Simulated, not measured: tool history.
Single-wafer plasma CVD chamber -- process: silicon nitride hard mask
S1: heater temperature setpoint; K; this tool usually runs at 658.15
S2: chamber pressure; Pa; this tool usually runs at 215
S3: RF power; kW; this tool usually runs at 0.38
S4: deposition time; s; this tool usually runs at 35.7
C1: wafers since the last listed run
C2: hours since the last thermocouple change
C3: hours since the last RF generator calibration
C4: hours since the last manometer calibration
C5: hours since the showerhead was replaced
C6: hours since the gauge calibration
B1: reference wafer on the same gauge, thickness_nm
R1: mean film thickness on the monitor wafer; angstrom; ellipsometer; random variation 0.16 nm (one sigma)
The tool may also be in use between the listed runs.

{"run": 1, "hour": 0.0, "S1": 658.15, "S2": 255, "S3": 0.325, "S4": 35.7, "C1": 0, "C2": 263.6, "C3": 559.6, "C4": 703.8, "C5": 2820.8, "C6": 1327.7, "B1": 38.28, "R1": 421.81}
{"run": 2, "hour": 86.2, "S1": 658.15, "S2": 255, "S3": 0.325, "S4": 35.7, "C1": 1650, "C2": 349.8, "C3": 645.8, "C4": 790, "C5": 2907, "C6": 1413.9, "B1": 38.284, "R1": 421.68}
{"run": 3, "hour": 262.2, "S1": 658.15, "S2": 255, "S3": 0.325, "S4": 35.7, "C1": 3370, "C2": 525.8, "C3": 821.8, "C4": 966, "C5": 3083, "C6": 1589.9, "B1": 38.329, "R1": 418.62}
{"run": 4, "hour": 353.1, "S1": 658.15, "S2": 215, "S3": 0.38, "S4": 35.7, "C1": 1740, "C2": 616.7, "C3": 912.7, "C4": 1056.9, "C5": 3173.9, "C6": 1680.8, "B1": 38.325, "R1": 459.3}
{"run": 5, "hour": 416.5, "S1": 658.15, "S2": 215, "S3": 0.38, "S4": 35.7, "C1": 1214, "C2": 680.1, "C3": 976.1, "C4": 1120.3, "C5": 3237.3, "C6": 1744.2, "B1": 38.275, "R1": 460.11}
{"run": 6, "hour": 475.8, "S1": 658.15, "S2": 215, "S3": 0.38, "S4": 35.7, "C1": 1135, "C2": 739.4, "C3": 1035.4, "C4": 1179.6, "C5": 3296.6, "C6": 1803.5, "B1": 38.329, "R1": 457.53}
{"run": 7, "hour": 582.2, "S1": 658.15, "S2": 215, "S3": 0.38, "S4": 35.7, "C1": 2037, "C2": 845.8, "C3": 1141.8, "C4": 1286, "C5": 3403, "C6": 1909.9, "B1": 38.245, "R1": 461.89}
{"run": 8, "hour": 686.8, "S1": 658.15, "S2": 215, "S3": 0.38, "S4": 35.7, "C1": 2002, "C2": 950.4, "C3": 1246.4, "C4": 1390.6, "C5": 3507.6, "C6": 2014.5, "B1": 38.319, "R1": 461.44}
{"run": 9, "hour": 773.2, "S1": 658.15, "S2": 215, "S3": 0.38, "S4": 35.7, "C1": 1654, "C2": 1036.8, "C3": 1332.8, "C4": 1477, "C5": 3594, "C6": 2100.9, "B1": 38.312, "R1": 460.71}
{"run": 10, "hour": 841.0, "S1": 658.15, "S2": 215, "S3": 0.38, "S4": 35.7, "C1": 1298, "C2": 1104.6, "C3": 1400.6, "C4": 1544.8, "C5": 3661.8, "C6": 2168.7, "B1": 38.284, "R1": 456.8}
{"run": 11, "hour": 895.5, "S1": 658.15, "S2": 215, "S3": 0.38, "S4": 35.7, "C1": 1043, "C2": 1159.1, "C3": 1455.1, "C4": 1599.3, "C5": 3716.3, "C6": 2223.2, "B1": 38.292, "R1": 460.07}
{"run": 12, "hour": 968.4, "S1": 658.15, "S2": 215, "S3": 0.38, "S4": 35.7, "C1": 1395, "C2": 1232, "C3": 1528, "C4": 1672.2, "C5": 3789.2, "C6": 2296.1, "B1": 38.257, "R1": 462.23}
{"run": 13, "hour": 1045.7, "S1": 658.15, "S2": 215, "S3": 0.38, "S4": 35.7, "C1": 1480, "C2": 1309.3, "C3": 1605.3, "C4": 1749.5, "C5": 3866.5, "C6": 2373.4, "B1": 38.263, "R1": 459.39}
{"hour": 1103.9, "done": "gauge calibrated"}
{"hour": 1104.7, "done": "capacitance manometer re-zeroed and calibrated"}
{"run": 14, "hour": 1119.1, "S1": 658.15, "S2": 241, "S3": 0.325, "S4": 35.7, "C1": 1252, "C2": 1382.7, "C3": 1678.7, "C4": 14.4, "C5": 3939.9, "C6": 15.2, "B1": 38.319, "R1": 418.37}
{"run": 15, "hour": 1222.2, "S1": 658.15, "S2": 215, "S3": 0.38, "S4": 32.8, "C1": 1974, "C2": 1485.8, "C3": 1781.8, "C4": 117.5, "C5": 4043, "C6": 118.3, "B1": 38.258, "R1": 421.25}
{"run": 16, "hour": 1287.6, "S1": 658.15, "S2": 233, "S3": 0.38, "S4": 35.7, "C1": 1252, "C2": 1551.2, "C3": 1847.2, "C4": 182.9, "C5": 4108.4, "C6": 183.7, "B1": 38.29, "R1": 464.92}
{"hour": 1326.7, "done": "RF generator calibrated"}
{"run": 17, "hour": 1331.4, "S1": 658.15, "S2": 257, "S3": 0.38, "S4": 35.7, "C1": 685, "C2": 1595, "C3": 4.7, "C4": 226.7, "C5": 4152.2, "C6": 227.5, "B1": 38.278, "R1": 470.94}
{"run": 18, "hour": 1432.8, "S1": 658.15, "S2": 257, "S3": 0.38, "S4": 35.7, "C1": 1941, "C2": 1696.4, "C3": 106.1, "C4": 328.1, "C5": 4253.6, "C6": 328.9, "B1": 38.232, "R1": 471.91}
{"hour": 1504.2, "done": "thermocouple changed; heater temperature recalibrated"}
{"hour": 1586.3, "done": "showerhead replaced"}
{"run": 19, "hour": 1610.5, "S1": 658.15, "S2": 215, "S3": 0.38, "S4": 35.7, "C1": 3096, "C2": 106.3, "C3": 283.8, "C4": 505.8, "C5": 24.2, "C6": 506.6, "B1": 38.28, "R1": 461.67}
{"run": 20, "hour": 1713.9, "S1": 658.15, "S2": 215, "S3": 0.435, "S4": 35.7, "C1": 1979, "C2": 209.7, "C3": 387.2, "C4": 609.2, "C5": 127.6, "C6": 610, "B1": 38.322, "R1": 506.02}

What will run 21 give?
{"run": 21, "hour": 1786.7, "S1": 646.15, "S2": 233, "S3": 0.4, "S4": 35.7, "C1": 1393, "C2": 282.5, "C3": 460, "C4": 682, "C5": 200.4, "C6": 682.8, "B1": "?", "R1": "?"}

Logged for run 21: B1 38.277, R1 484.48 angstrom.
If the tool had no hidden condition, the same run with the same run-to-run variation would have returned R1 484.48 angstrom.

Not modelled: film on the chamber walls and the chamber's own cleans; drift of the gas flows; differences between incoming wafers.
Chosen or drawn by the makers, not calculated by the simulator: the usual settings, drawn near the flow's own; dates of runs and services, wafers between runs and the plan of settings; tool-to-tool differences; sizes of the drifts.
